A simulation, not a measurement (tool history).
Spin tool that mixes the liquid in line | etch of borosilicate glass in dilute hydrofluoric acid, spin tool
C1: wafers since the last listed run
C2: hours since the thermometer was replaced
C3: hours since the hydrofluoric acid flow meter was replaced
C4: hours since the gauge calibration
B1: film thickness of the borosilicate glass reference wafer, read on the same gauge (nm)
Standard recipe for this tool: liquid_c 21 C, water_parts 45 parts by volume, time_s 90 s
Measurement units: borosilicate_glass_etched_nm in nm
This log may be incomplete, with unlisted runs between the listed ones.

Run 1, hour 0: usual settings; C1 0; C2 1200.3; C3 164; C4 1709.3; B1 129.98. Result: borosilicate_glass_etched_nm 34.78 nm.
Run 2, hour 65.8: usual settings; C1 604; C2 1266.1; C3 229.8; C4 1775.1; B1 130.03. Result: borosilicate_glass_etched_nm 34.77 nm.
Run 3, hour 193.3: usual settings; C1 1171; C2 1393.6; C3 357.3; C4 1902.6; B1 129.99. Result: borosilicate_glass_etched_nm 34.86 nm.
Run 4, hour 258.3: usual settings but liquid_c 22.5 C; C1 596; C2 1458.6; C3 422.3; C4 1967.6; B1 130.02. Result: borosilicate_glass_etched_nm 37.09 nm.
Run 5, hour 303.6: usual settings but liquid_c 22.5 C; C1 416; C2 1503.9; C3 467.6; C4 2012.9; B1 130.02. Result: borosilicate_glass_etched_nm 37.45 nm.
At hour 329.2: hydrofluoric acid flow meter replaced.
Run 6, hour 368.5: usual settings; C1 586; C2 1568.8; C3 39.3; C4 2077.8; B1 130.02. Result: borosilicate_glass_etched_nm 34.03 nm.
Run 7, hour 393.2: usual settings; C1 226; C2 1593.5; C3 64; C4 2102.5; B1 130. Result: borosilicate_glass_etched_nm 33.53 nm.
Run 8, hour 431: usual settings; C1 347; C2 1631.3; C3 101.8; C4 2140.3; B1 130.05. Result: borosilicate_glass_etched_nm 33.8 nm.
At hour 433.1: thermometer replaced.
Run 9, hour 461.9: usual settings but liquid_c 19.5 C; C1 274; C2 28.8; C3 132.7; C4 2171.2; B1 130.01. Result: borosilicate_glass_etched_nm 34.09 nm.
Run 10, hour 512.8: usual settings but liquid_c 23.5 C, water_parts 60 parts by volume; C1 467; C2 79.7; C3 183.6; C4 2222.1; B1 130.04. Result: borosilicate_glass_etched_nm 30.27 nm.
Run 11, hour 547.2: usual settings but water_parts 50 parts by volume; C1 315; C2 114.1; C3 218; C4 2256.5; B1 129.99. Result: borosilicate_glass_etched_nm 32.68 nm.
Run 12, hour 595.4: usual settings but liquid_c 23.5 C, water_parts 55 parts by volume; C1 442; C2 162.3; C3 266.2; C4 2304.7; B1 130.01. Result: borosilicate_glass_etched_nm 33.12 nm.
Run 13, hour 659.5: usual settings but liquid_c 17 C, water_parts 60 parts by volume; C1 588; C2 226.4; C3 330.3; C4 2368.8; B1 130. Result: borosilicate_glass_etched_nm 23.1 nm.
At hour 670.5: gauge calibrated.
Run 14, hour 697.9: usual settings but liquid_c 25 C, time_s 40 s; C1 352; C2 264.8; C3 368.7; C4 27.4; B1 130. Result: borosilicate_glass_etched_nm 19.48 nm.
Run 15, hour 747.6: usual settings but liquid_c 23.5 C; C1 456; C2 314.5; C3 418.4; C4 77.1; B1 129.98. Result: borosilicate_glass_etched_nm 40.99 nm.
Run 16, hour 808.5: usual settings but liquid_c 22.5 C, water_parts 60 parts by volume, time_s 60 s; C1 559; C2 375.4; C3 479.3; C4 138; B1 129.97. Result: borosilicate_glass_etched_nm 19.34 nm.
At hour 858.4: hydrofluoric acid flow meter replaced.
Run 17, hour 874.3: usual settings; C1 595; C2 441.2; C3 15.9; C4 203.8; B1 129.99. Result: borosilicate_glass_etched_nm 35.85 nm.
Run 18, hour 940.2: usual settings; C1 605; C2 507.1; C3 81.8; C4 269.7; B1 129.99. Result: borosilicate_glass_etched_nm 36.31 nm.
Run 19, hour 983.6: usual settings but water_parts 60 parts by volume, time_s 135 s; C1 398; C2 550.5; C3 125.2; C4 313.1; B1 130.01. Result: borosilicate_glass_etched_nm 39.64 nm.
Run 20, hour 1009.7: usual settings but water_parts 40 parts by volume; C1 239; C2 576.6; C3 151.3; C4 339.2; B1 130.01. Result: borosilicate_glass_etched_nm 40.24 nm.
Run 21, hour 1061.1: usual settings but liquid_c 24 C, time_s 110 s; C1 472; C2 628; C3 202.7; C4 390.6; B1 130.05. Result: borosilicate_glass_etched_nm 50 nm.
Run 22, hour 1108.5: usual settings but time_s 70 s; C1 435; C2 675.4; C3 250.1; C4 438; B1 130.01. Result: borosilicate_glass_etched_nm 28.22 nm.
Run 23, hour 1318: usual settings but liquid_c 18.5 C, water_parts 60 parts by volume; C1 1924; C2 884.9; C3 459.6; C4 647.5; B1 129.96. Result: borosilicate_glass_etched_nm 24.03 nm.
Run 24, hour 1354.5: usual settings; C1 335; C2 921.4; C3 496.1; C4 684; B1 130.04. Result: borosilicate_glass_etched_nm 36.34 nm.
At hour 1376.4: hydrofluoric acid flow meter replaced.
Run 25, hour 1403.7: usual settings but liquid_c 23.5 C, water_parts 30 parts by volume, time_s 55 s; C1 442; C2 970.6; C3 27.3; C4 733.2; B1 130.02. Result: borosilicate_glass_etched_nm 35.66 nm.
Run 26, hour 1436.5: usual settings; C1 301; C2 1003.4; C3 60.1; C4 766; B1 130.03. Result: borosilicate_glass_etched_nm 34.75 nm.
Run 27, hour 1480.4: usual settings but time_s 60 s; C1 403; C2 1047.3; C3 104; C4 809.9; B1 129.98. Result: borosilicate_glass_etched_nm 23.33 nm.
Run 28, hour 1535.2: usual settings; C1 503; C2 1102.1; C3 158.8; C4 864.7; B1 129.95. Result: borosilicate_glass_etched_nm 34.58 nm.
Run 29, hour 1567: usual settings but liquid_c 24 C, water_parts 65 parts by volume, time_s 50 s; C1 292; C2 1133.9; C3 190.6; C4 896.5; B1 130. Result: borosilicate_glass_etched_nm 14.8 nm.
Run 30, hour 1624.2: usual settings but liquid_c 17.5 C, time_s 130 s; C1 525; C2 1191.1; C3 247.8; C4 953.7; B1 130. Result: borosilicate_glass_etched_nm 43.09 nm.
Run 31, hour 1674.6: usual settings but water_parts 60 parts by volume; C1 462; C2 1241.5; C3 298.2; C4 1004.1; B1 129.97. Result: borosilicate_glass_etched_nm 25.66 nm.
Run 32, hour 1731.2: usual settings but water_parts 30 parts by volume, time_s 115 s; C1 519; C2 1298.1; C3 354.8; C4 1060.7; B1 129.97. Result: borosilicate_glass_etched_nm 67.28 nm.

Below are 5 alternative next runs, each starting from the tool's condition after run 32. Predict each:
Run A, hour 1731.6: usual settings but time_s 35 s; C1 3; C2 1298.5; C3 355.2; C4 1061.1; B1 ?. Result: borosilicate_glass_etched_nm ?.
Run B, hour 1731.6: usual settings but liquid_c 17 C, water_parts 55 parts by volume; C1 3; C2 1298.5; C3 355.2; C4 1061.1; B1 ?. Result: borosilicate_glass_etched_nm ?.
Run C, hour 1731.6: usual settings but liquid_c 24 C, water_parts 50 parts by volume; C1 3; C2 1298.5; C3 355.2; C4 1061.1; B1 ?. Result: borosilicate_glass_etched_nm ?.
Run D, hour 1731.6: usual settings but liquid_c 17.5 C, water_parts 55 parts by volume; C1 3; C2 1298.5; C3 355.2; C4 1061.1; B1 ?. Result: borosilicate_glass_etched_nm ?.
Run E, hour 1731.6: usual settings but liquid_c 26 C, water_parts 35 parts by volume, time_s 35 s; C1 3; C2 1298.5; C3 355.2; C4 1061.1; B1 ?. Result: borosilicate_glass_etched_nm ?.

run      B1  borosilicate_glass_etched_nm
  A  130.03                         13.64
  B  130.03                         23.86
  C  130.03                         35.63
  D  130.03                         24.39
  E  130.03                         21.93
With the hidden condition removed and each run's random variation left untouched, the same runs would have given:
run  borosilicate_glass_etched_nm
  A                          14.2
  B                         24.88
  C                            37
  D                         25.42
  E                         22.78

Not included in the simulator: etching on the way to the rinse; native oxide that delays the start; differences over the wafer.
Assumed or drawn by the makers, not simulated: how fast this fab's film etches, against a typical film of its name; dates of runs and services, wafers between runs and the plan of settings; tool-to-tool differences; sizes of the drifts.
